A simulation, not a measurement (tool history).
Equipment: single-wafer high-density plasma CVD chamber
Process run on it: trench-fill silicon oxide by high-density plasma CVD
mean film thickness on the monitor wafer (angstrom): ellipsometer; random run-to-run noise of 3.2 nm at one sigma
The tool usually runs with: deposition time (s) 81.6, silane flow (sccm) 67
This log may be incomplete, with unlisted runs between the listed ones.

run	hour	deposition time (s)	silane flow (sccm)	read-back reference wafer on the same gauge, thickness_nm	mean film thickness on the monitor wafer (angstrom)
1	0	81.6	67	485.646	5657.93
2	114.7	81.6	67	485.015	5554.21
3	147.3	81.6	67	483.807	5590.19
4	202.6	81.6	64	484.656	5358.5
5	266.7	81.6	67	483.885	5587.95
6	309.9	81.6	67	483.186	5647.68
7	334.4	87.7	67	483.295	6029.6
# hour 381: gauge calibrated
8	390.7	87.7	67	494.706	6189.54
9	446.4	81.6	60	491.909	5094.15
10	506.9	81.6	67	489.741	5614.22
11	555.9	81.6	67	488.015	5658.81
12	610.9	94.4	77	486.622	7387.17
13	648.1	81.6	74	486.289	6170.91
# hour 687.3: silane flow controller replaced
14	714.5	73.5	55	484.316	4133.89
15	755.1	81.6	73	484.828	6101.92
16	819.8	70.1	79	483.772	5735.73
17	868.1	81.6	63	483.678	5275.02

Table of differences, measured result less the result of that run with no hidden state. Run-to-run variation is the same in both. Gauge scatter possibly is not:
Hidden conditions of the tool in this case: delivered silane flow above the setpoint (%); gauge reads high (%).
run	mean film thickness on the monitor wafer (angstrom)
1	-116.9
2	-129.22
3	-132.96
4	-131.28
5	-140.41
6	-143.76
7	-154.43
8	-15.05
9	-42.79
10	-75.11
11	-93.45
12	-142.43
13	-128.28
14	-94.7
15	-145.94
16	-144.38
17	-136.56

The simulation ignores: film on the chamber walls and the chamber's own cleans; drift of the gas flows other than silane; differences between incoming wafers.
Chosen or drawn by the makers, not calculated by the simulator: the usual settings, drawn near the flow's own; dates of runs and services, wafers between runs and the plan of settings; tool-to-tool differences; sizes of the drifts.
